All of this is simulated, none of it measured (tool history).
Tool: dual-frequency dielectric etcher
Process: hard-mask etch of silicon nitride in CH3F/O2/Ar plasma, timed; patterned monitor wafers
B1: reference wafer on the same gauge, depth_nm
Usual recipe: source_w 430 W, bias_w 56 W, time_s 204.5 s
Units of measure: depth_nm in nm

run 1 hour=0.0 | source_w=430 bias_w=56 time_s=204.5 | B1=144.9 | depth_nm=130.4
run 2 hour=10.7 | source_w=430 bias_w=52 time_s=204.5 | B1=145.0 | depth_nm=127.4
run 3 hour=23.6 | source_w=430 bias_w=52 time_s=204.5 | B1=144.9 | depth_nm=126.9
run 4 hour=37.0 | source_w=430 bias_w=56 time_s=204.5 | B1=145.1 | depth_nm=130.8
run 5 hour=50.7 | source_w=430 bias_w=56 time_s=204.5 | B1=145.0 | depth_nm=130.2
run 6 hour=63.1 | source_w=430 bias_w=49 time_s=204.5 | B1=145.1 | depth_nm=124.7
-- hour=81.5 bias power generator calibrated
run 7 hour=82.0 | source_w=430 bias_w=56 time_s=204.5 | B1=145.0 | depth_nm=129.8
-- hour=111.3 wet clean of the chamber
run 8 hour=111.8 | source_w=430 bias_w=56 time_s=204.5 | B1=145.0 | depth_nm=133.0
run 9 hour=112.2 | source_w=430 bias_w=56 time_s=204.5 | B1=145.0 | depth_nm=133.9
run 10 hour=124.7 | source_w=430 bias_w=56 time_s=204.5 | B1=145.2 | depth_nm=133.2
-- hour=150.5 upper electrode replaced
run 11 hour=151.0 | source_w=430 bias_w=56 time_s=204.5 | B1=145.0 | depth_nm=132.8
run 12 hour=157.5 | source_w=430 bias_w=56 time_s=204.5 | B1=145.1 | depth_nm=132.1
run 13 hour=166.7 | source_w=430 bias_w=56 time_s=173.5 | B1=145.0 | depth_nm=113.4
run 14 hour=173.0 | source_w=430 bias_w=56 time_s=204.5 | B1=145.0 | depth_nm=133.1
-- hour=180.9 gauge calibrated
run 15 hour=183.8 | source_w=430 bias_w=52 time_s=165.0 | B1=145.2 | depth_nm=103.8
-- hour=187.8 source power generator calibrated
run 16 hour=196.4 | source_w=430 bias_w=52 time_s=204.5 | B1=145.0 | depth_nm=129.6
run 17 hour=203.3 | source_w=330 bias_w=56 time_s=176.5 | B1=145.0 | depth_nm=95.9
run 18 hour=213.0 | source_w=430 bias_w=63 time_s=259.5 | B1=145.1 | depth_nm=173.8
run 19 hour=222.7 | source_w=510 bias_w=69 time_s=182.0 | B1=145.0 | depth_nm=139.2
run 20 hour=234.3 | source_w=430 bias_w=56 time_s=204.5 | B1=145.0 | depth_nm=131.9
run 21 hour=247.0 | source_w=430 bias_w=56 time_s=182.0 | B1=145.0 | depth_nm=117.2
run 22 hour=256.1 | source_w=430 bias_w=56 time_s=204.5 | B1=145.0 | depth_nm=131.1
run 23 hour=263.5 | source_w=510 bias_w=56 time_s=257.5 | B1=145.0 | depth_nm=182.2
run 24 hour=269.8 | source_w=430 bias_w=56 time_s=179.5 | B1=145.0 | depth_nm=116.1

Each row is a separate what-if for the run after 24, all from the same tool condition, not one after another. Results?
run A hour=270.3 | source_w=430 bias_w=56 time_s=204.5 | B1=? | depth_nm=?
run B hour=270.3 | source_w=430 bias_w=56 time_s=240.5 | B1=? | depth_nm=?
run C hour=270.3 | source_w=330 bias_w=56 time_s=204.5 | B1=? | depth_nm=?
run D hour=270.3 | source_w=430 bias_w=66 time_s=204.5 | B1=? | depth_nm=?

run=A B1=144.8 depth_nm=130.2
run=B B1=144.8 depth_nm=153.1
run=C B1=144.8 depth_nm=109.5
run=D B1=144.8 depth_nm=137.5
With the hidden condition removed and each run's random variation left untouched, the same runs would have given:
run=A depth_nm=133.5
run=B depth_nm=157.0
run=C depth_nm=112.3
run=D depth_nm=141.0
